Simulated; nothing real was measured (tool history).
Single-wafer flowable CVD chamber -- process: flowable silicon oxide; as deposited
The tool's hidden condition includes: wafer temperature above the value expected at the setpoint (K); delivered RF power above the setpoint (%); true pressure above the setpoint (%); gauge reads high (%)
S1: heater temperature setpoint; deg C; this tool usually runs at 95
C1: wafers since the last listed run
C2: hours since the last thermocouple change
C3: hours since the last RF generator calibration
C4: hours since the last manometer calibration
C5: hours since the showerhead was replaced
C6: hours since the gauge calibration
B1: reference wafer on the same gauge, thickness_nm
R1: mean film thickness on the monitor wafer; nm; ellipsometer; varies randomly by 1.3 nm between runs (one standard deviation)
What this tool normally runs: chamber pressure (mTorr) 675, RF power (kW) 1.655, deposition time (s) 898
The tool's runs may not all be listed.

Run 1, hour 0: usual settings but deposition time (s) 762; C1 0; C2 2330.3; C3 1576.2; C4 1641.9; C5 2527.1; C6 57.4; B1 408.786. Result: R1 473.827 nm.
Run 2, hour 12.8: usual settings; C1 29; C2 2343.1; C3 1589; C4 1654.7; C5 2539.9; C6 70.2; B1 409.06. Result: R1 559.658 nm.
Run 3, hour 22.8: usual settings; C1 23; C2 2353.1; C3 1599; C4 1664.7; C5 2549.9; C6 80.2; B1 409.258. Result: R1 561.61 nm.
Run 4, hour 35.7: usual settings; C1 30; C2 2366; C3 1611.9; C4 1677.6; C5 2562.8; C6 93.1; B1 408.957. Result: R1 559.903 nm.
Run 5, hour 48.4: usual settings; C1 29; C2 2378.7; C3 1624.6; C4 1690.3; C5 2575.5; C6 105.8; B1 409.152. Result: R1 557.888 nm.
Run 6, hour 55.1: usual settings; C1 15; C2 2385.4; C3 1631.3; C4 1697; C5 2582.2; C6 112.5; B1 409.106. Result: R1 559.738 nm.
Run 7, hour 66.7: usual settings; C1 27; C2 2397; C3 1642.9; C4 1708.6; C5 2593.8; C6 124.1; B1 409.316. Result: R1 564.031 nm.
Run 8, hour 81.3: usual settings; C1 34; C2 2411.6; C3 1657.5; C4 1723.2; C5 2608.4; C6 138.7; B1 409.073. Result: R1 562.841 nm.
At hour 90.6: capacitance manometer re-zeroed and calibrated.
At hour 95.1: thermocouple changed; heater temperature recalibrated.
Run 9, hour 95.6: usual settings; C1 4; C2 0.5; C3 1671.8; C4 5; C5 2622.7; C6 153; B1 408.975. Result: R1 470.009 nm.
Run 10, hour 105.9: usual settings; C1 24; C2 10.8; C3 1682.1; C4 15.3; C5 2633; C6 163.3; B1 409.236. Result: R1 472.13 nm.
Run 11, hour 119.4: usual settings; C1 31; C2 24.3; C3 1695.6; C4 28.8; C5 2646.5; C6 176.8; B1 409.293. Result: R1 470.166 nm.
Run 12, hour 137.4: usual settings but S1 105 deg C, chamber pressure (mTorr) 737, deposition time (s) 726; C1 42; C2 42.3; C3 1713.6; C4 46.8; C5 2664.5; C6 194.8; B1 409.17. Result: R1 285.814 nm.
At hour 146.8: RF generator calibrated.
At hour 150.4: showerhead replaced.
Run 13, hour 152.2: usual settings but chamber pressure (mTorr) 613, RF power (kW) 1.46; C1 7; C2 57.1; C3 5.4; C4 61.6; C5 1.8; C6 209.6; B1 408.655. Result: R1 402.391 nm.
Run 14, hour 164.1: usual settings; C1 27; C2 69; C3 17.3; C4 73.5; C5 13.7; C6 221.5; B1 409.015. Result: R1 472.539 nm.
Run 15, hour 181.8: usual settings but deposition time (s) 1058; C1 41; C2 86.7; C3 35; C4 91.2; C5 31.4; C6 239.2; B1 408.912. Result: R1 559.098 nm.
Run 16, hour 193.8: usual settings; C1 28; C2 98.7; C3 47; C4 103.2; C5 43.4; C6 251.2; B1 409.017. Result: R1 475.691 nm.
At hour 194.3: gauge calibrated.
Run 17, hour 207.1: usual settings; C1 31; C2 112; C3 60.3; C4 116.5; C5 56.7; C6 12.8; B1 408.943. Result: R1 476.209 nm.
Run 18, hour 218.8: usual settings but S1 86 deg C, RF power (kW) 1.42, deposition time (s) 838; C1 27; C2 123.7; C3 72; C4 128.2; C5 68.4; C6 24.5; B1 409.03. Result: R1 556.088 nm.
Run 19, hour 233.5: usual settings but S1 86 deg C, chamber pressure (mTorr) 631; C1 34; C2 138.4; C3 86.7; C4 142.9; C5 83.1; C6 39.2; B1 408.889. Result: R1 611.814 nm.
Run 20, hour 251.3: usual settings but chamber pressure (mTorr) 803, RF power (kW) 1.92, deposition time (s) 1061; C1 41; C2 156.2; C3 104.5; C4 160.7; C5 100.9; C6 57; B1 408.739. Result: R1 713.287 nm.
Run 21, hour 259.1: usual settings but S1 105 deg C, chamber pressure (mTorr) 737, deposition time (s) 726; C1 18; C2 164; C3 112.3; C4 168.5; C5 108.7; C6 64.8; B1 409.062. Result: R1 290.659 nm.
Run 22, hour 268.2: usual settings but deposition time (s) 725; C1 21; C2 173.1; C3 121.4; C4 177.6; C5 117.8; C6 73.9; B1 409.121. Result: R1 387.809 nm.

For each entry between runs, how does the tool's hidden state at the last listed run before it compare with that at the first listed run after it?
In the gap between runs 8 and 9: capacitance manometer re-zeroed and calibrated (hour 90.6); thermocouple changed; heater temperature recalibrated (hour 95.1)
  wafer temperature above the value expected at the setpoint (K): -5.41 -> -0.697
  difference, measured minus the result without the unlogged condition, R1: +103.07 -> +12.242 nm
In the gap between runs 12 and 13: RF generator calibrated (hour 146.8); showerhead replaced (hour 150.4)
  wafer temperature above the value expected at the setpoint (K): -0.804 -> -0.843
  difference, measured minus the result without the unlogged condition, R1: +8.558 -> +12.645 nm
In the gap between runs 16 and 17: gauge calibrated (hour 194.3)
  wafer temperature above the value expected at the setpoint (K): -0.95 -> -0.984
  difference, measured minus the result without the unlogged condition, R1: +16.82 -> +17.436 nm

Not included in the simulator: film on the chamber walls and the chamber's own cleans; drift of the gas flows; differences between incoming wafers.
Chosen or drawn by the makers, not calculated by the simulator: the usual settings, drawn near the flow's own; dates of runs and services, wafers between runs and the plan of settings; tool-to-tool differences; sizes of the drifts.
